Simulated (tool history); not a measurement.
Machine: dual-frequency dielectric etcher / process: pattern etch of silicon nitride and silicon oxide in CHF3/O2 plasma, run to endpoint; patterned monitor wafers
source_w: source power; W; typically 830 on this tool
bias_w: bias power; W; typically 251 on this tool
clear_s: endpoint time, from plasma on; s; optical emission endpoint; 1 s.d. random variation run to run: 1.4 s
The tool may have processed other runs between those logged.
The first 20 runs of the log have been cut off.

| run | day | source_w | bias_w | wafers since the last listed run | hours since the last wet clean | hours since the last source power generator calibration | hours since the last bias power generator calibration | hours since the last upper electrode change | incoming incoming film thickness, nm | clear_s |
|---|---|---|---|---|---|---|---|---|---|---|
| 21 | 25.958 | 1030 | 214 | 132 | 585.4 | 486.3 | 96.6 | 502 | 278.9 | 161.1 |
|  | 27.096 | wet clean of the chamber |
| 22 | 27.408 | 830 | 209 | 62 | 7.5 | 521.1 | 131.4 | 536.8 | 276 | 166.5 |
| 23 | 28.146 | 760 | 218 | 103 | 25.2 | 538.8 | 149.1 | 554.5 | 278.2 | 168.3 |
| 24 | 28.7 | 830 | 251 | 77 | 38.5 | 552.1 | 162.4 | 567.8 | 271.1 | 154.9 |
| 25 | 30.042 | 830 | 251 | 187 | 70.7 | 584.3 | 194.6 | 600 | 273.7 | 158.3 |
| 26 | 30.817 | 830 | 251 | 108 | 89.3 | 602.9 | 213.2 | 618.6 | 278.5 | 161.3 |
| 27 | 32.125 | 1030 | 273 | 183 | 120.7 | 634.3 | 244.6 | 650 | 275.7 | 143 |
| 28 | 33.008 | 970 | 251 | 123 | 141.9 | 655.5 | 265.8 | 671.2 | 281.6 | 154 |
| 29 | 34.338 | 680 | 190 | 186 | 173.8 | 687.4 | 297.7 | 703.1 | 275.8 | 187 |
| 30 | 34.921 | 960 | 192 | 81 | 187.8 | 701.4 | 311.7 | 717.1 | 279 | 167.8 |
| 31 | 35.438 | 830 | 251 | 72 | 200.2 | 713.8 | 324.1 | 729.5 | 276.2 | 157.7 |
| 32 | 36.233 | 830 | 251 | 111 | 219.3 | 732.9 | 343.2 | 748.6 | 277.5 | 158.2 |
| 33 | 37.588 | 700 | 251 | 189 | 251.8 | 765.4 | 375.7 | 781.1 | 276.3 | 168.9 |
| 34 | 38.646 | 680 | 251 | 148 | 277.2 | 790.8 | 401.1 | 806.5 | 276 | 170.3 |

Predict each of these 5 candidate next runs independently; none follows another, all start after run 34:
| A | 38.667 | 830 | 188 | 2 | 277.7 | 791.3 | 401.6 | 807 | 276.6 | ? |
| B | 38.667 | 830 | 225 | 2 | 277.7 | 791.3 | 401.6 | 807 | 276.6 | ? |
| C | 38.667 | 980 | 251 | 2 | 277.7 | 791.3 | 401.6 | 807 | 276.6 | ? |
| D | 38.667 | 670 | 251 | 2 | 277.7 | 791.3 | 401.6 | 807 | 276.6 | ? |
| E | 38.667 | 830 | 195 | 2 | 277.7 | 791.3 | 401.6 | 807 | 276.6 | ? |

| run | clear_s |
|---|---|
| A | 173.9 |
| B | 164.7 |
| C | 150.6 |
| D | 170.5 |
| E | 172 |
Without the tool's hidden state the same runs would have given:
| run | clear_s |
|---|---|
| A | 170.4 |
| B | 161.4 |
| C | 147.6 |
| D | 167 |
| E | 168.6 |
